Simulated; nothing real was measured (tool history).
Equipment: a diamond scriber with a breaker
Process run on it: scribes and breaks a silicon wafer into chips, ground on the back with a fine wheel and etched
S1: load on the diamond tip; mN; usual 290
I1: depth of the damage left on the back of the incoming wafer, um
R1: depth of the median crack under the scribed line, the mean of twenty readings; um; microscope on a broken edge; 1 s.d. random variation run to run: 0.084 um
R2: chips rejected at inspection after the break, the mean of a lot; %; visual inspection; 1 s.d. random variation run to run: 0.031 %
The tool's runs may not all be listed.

Run 1, day 0: usual settings; I1 0.3. Result: R1 8.73 um, R2 2.11 %.
Run 2, day 2.517: usual settings; I1 0.44. Result: R1 8.67 um, R2 2.54 %.
Run 3, day 4.329: usual settings but S1 351 mN; I1 0.59. Result: R1 10.31 um, R2 8.1 %.
Run 4, day 7.817: usual settings but S1 351 mN; I1 0.37. Result: R1 10.43 um, R2 8.1 %.
At day 8.575: diamond tip replaced by a new one.
Run 5, day 10.592: usual settings but S1 351 mN; I1 0.43. Result: R1 10.39 um, R2 8.95 %.
Run 6, day 12.738: usual settings but S1 350 mN; I1 0.68. Result: R1 10.48 um, R2 7.78 %.
Run 7, day 15.779: usual settings but S1 350 mN; I1 0.52. Result: R1 10.4 um, R2 7.77 %.
Run 8, day 19.004: usual settings but S1 323 mN; I1 0.5. Result: R1 9.67 um, R2 1.44 %.
Run 9, day 20.55: usual settings but S1 241 mN; I1 0.7. Result: R1 7.16 um, R2 32.74 %.
At day 24.367: load on the tip recalibrated.
Run 10, day 24.808: usual settings but S1 241 mN; I1 0.53. Result: R1 7.4 um, R2 20.87 %.
Run 11, day 28.492: usual settings but S1 358 mN; I1 0.7. Result: R1 11.05 um, R2 18.02 %.
Run 12, day 31.738: usual settings but S1 358 mN; I1 0.48. Result: R1 10.88 um, R2 14.45 %.
Run 13, day 35.162: usual settings but S1 358 mN; I1 0.76. Result: R1 10.81 um, R2 14.38 %.
Run 14, day 37.517: usual settings; I1 0.67. Result: R1 8.91 um, R2 1.65 %.
At day 37.738: diamond tip replaced by a new one.
Run 15, day 40.046: usual settings; I1 0.34. Result: R1 8.72 um, R2 1.82 %.
Run 16, day 42.5: usual settings; I1 0.78. Result: R1 8.83 um, R2 2.23 %.
Run 17, day 44.662: usual settings but S1 317 mN; I1 0.53. Result: R1 9.62 um, R2 1.29 %.
Run 18, day 49.017: usual settings but S1 317 mN; I1 0.67. Result: R1 9.53 um, R2 1.19 %.
Run 19, day 52.929: usual settings but S1 317 mN; I1 0.36. Result: R1 9.34 um, R2 1.05 %.
Run 20, day 55.342: usual settings; I1 0.68. Result: R1 8.57 um, R2 2.97 %.
Run 21, day 59.308: usual settings; I1 0.56. Result: R1 8.67 um, R2 3.04 %.
Run 22, day 61.483: usual settings but S1 345 mN; I1 0.45. Result: R1 10.32 um, R2 5.7 %.
Run 23, day 65.125: usual settings but S1 256 mN; I1 0.6. Result: R1 7.34 um, R2 20.69 %.
Run 24, day 66.762: usual settings but S1 231 mN; I1 0.74. Result: R1 6.66 um, R2 45.36 %.
Run 25, day 68.646: usual settings but S1 239 mN; I1 0.74. Result: R1 6.89 um, R2 35.74 %.
At day 69.854: diamond tip replaced by a new one.
Run 26, day 71.588: usual settings but S1 219 mN; I1 0.31. Result: R1 6.22 um, R2 62.65 %.
At day 75.762: load on the tip recalibrated.
Run 27, day 83.288: usual settings but S1 239 mN; I1 0.35. Result: R1 7.3 um, R2 24.79 %.
Run 28, day 85.912: usual settings but S1 261 mN; I1 0.33. Result: R1 7.93 um, R2 9.83 %.
Run 29, day 88.008: usual settings but S1 225 mN; I1 0.31. Result: R1 6.69 um, R2 43.26 %.
Run 30, day 91.233: usual settings but S1 253 mN; I1 0.32. Result: R1 7.58 um, R2 16.71 %.
Run 31, day 92.792: usual settings but S1 349 mN; I1 0.55. Result: R1 10.46 um, R2 10.21 %.
Run 32, day 94.796: usual settings; I1 0.68. Result: R1 8.88 um, R2 1.79 %.
At day 95.779: diamond tip replaced by a new one.
Run 33, day 99.6: usual settings but S1 257 mN; I1 0.38. Result: R1 7.78 um, R2 15.99 %.
Run 34, day 102.879: usual settings but S1 226 mN; I1 0.72. Result: R1 6.63 um, R2 43.9 %.
Run 35, day 105.629: usual settings but S1 211 mN; I1 0.44. Result: R1 6 um, R2 67.96 %.
Run 36, day 108.854: usual settings but S1 259 mN; I1 0.67. Result: R1 7.68 um, R2 15.56 %.
Run 37, day 112.929: usual settings but S1 348 mN; I1 0.79. Result: R1 10.31 um, R2 8.08 %.
Run 38, day 115.621: usual settings but S1 223 mN; I1 0.45. Result: R1 6.59 um, R2 45.56 %.
Run 39, day 118.779: usual settings but S1 314 mN; I1 0.78. Result: R1 9.26 um, R2 0.98 %.
Run 40, day 122.912: usual settings; I1 0.55. Result: R1 8.63 um, R2 2.64 %.
At day 124.55: diamond tip replaced by a new one.
Run 41, day 125.917: usual settings but S1 354 mN; I1 0.49. Result: R1 10.5 um, R2 9.95 %.
At day 128.162: load on the tip recalibrated.
Run 42, day 129.283: usual settings but S1 221 mN; I1 0.7. Result: R1 6.77 um, R2 40.12 %.

Below are 3 alternative next runs, each starting from the tool's condition after run 42. Predict each:
Run A, day 129.312: usual settings but S1 252 mN; I1 0.37. Result: R1 ?, R2 ?.
Run B, day 129.312: usual settings but S1 244 mN; I1 0.37. Result: R1 ?, R2 ?.
Run C, day 129.312: usual settings but S1 208 mN; I1 0.37. Result: R1 ?, R2 ?.

run    R1     R2
  A  7.78  12.98
  B   7.5  18.78
  C  6.16  57.75
With the hidden condition removed and each run's random variation left untouched, the same runs would have given:
run    R1     R2
  A  7.84  11.86
  B  7.56  17.48
  C  6.21  56.17
